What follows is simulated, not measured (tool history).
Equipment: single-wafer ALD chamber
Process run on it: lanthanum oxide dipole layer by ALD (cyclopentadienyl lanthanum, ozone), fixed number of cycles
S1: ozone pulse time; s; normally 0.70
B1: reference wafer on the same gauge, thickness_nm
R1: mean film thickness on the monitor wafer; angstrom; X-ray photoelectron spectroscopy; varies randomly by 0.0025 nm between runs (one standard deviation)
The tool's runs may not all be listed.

run	hour	S1	B1	R1
1	0.0	0.70	0.378	3.99
2	25.0	0.70	0.378	3.97
3	49.3	0.70	0.378	3.94
4	83.0	0.70	0.377	3.95
5	117.8	0.59	0.378	3.45
6	149.7	0.64	0.379	3.69
7	163.4	0.64	0.378	3.63
8	176.8	0.70	0.377	3.97
9	209.2	0.70	0.377	3.93
10	231.9	0.63	0.379	3.65
# hour 243.7: gauge calibrated
11	259.7	0.50	0.379	2.86
12	275.7	0.70	0.378	3.91
# hour 294.7: thermocouple changed; heater temperature recalibrated
13	295.2	0.45	0.379	2.50
# hour 323.6: showerhead replaced, of another model than before
14	325.2	0.90	0.379	4.62
# hour 340.0: ozone generator serviced
15	355.7	0.50	0.377	3.66
16	373.0	0.56	0.379	3.90
17	448.2	0.54	0.379	3.72
18	462.4	0.92	0.378	4.86
19	484.7	0.80	0.377	4.59
20	509.5	0.81	0.378	4.62
21	527.6	0.70	0.378	4.24

Forecast each of these 3 alternatives for the next run:
A	528.0	0.49	?	?
B	528.0	0.58	?	?
C	528.0	0.79	?	?

run	B1	R1
A	0.378	3.52
B	0.378	3.89
C	0.378	4.54
Without the tool's hidden state the same runs would have given:
run	R1
A	3.68
B	4.04
C	4.68
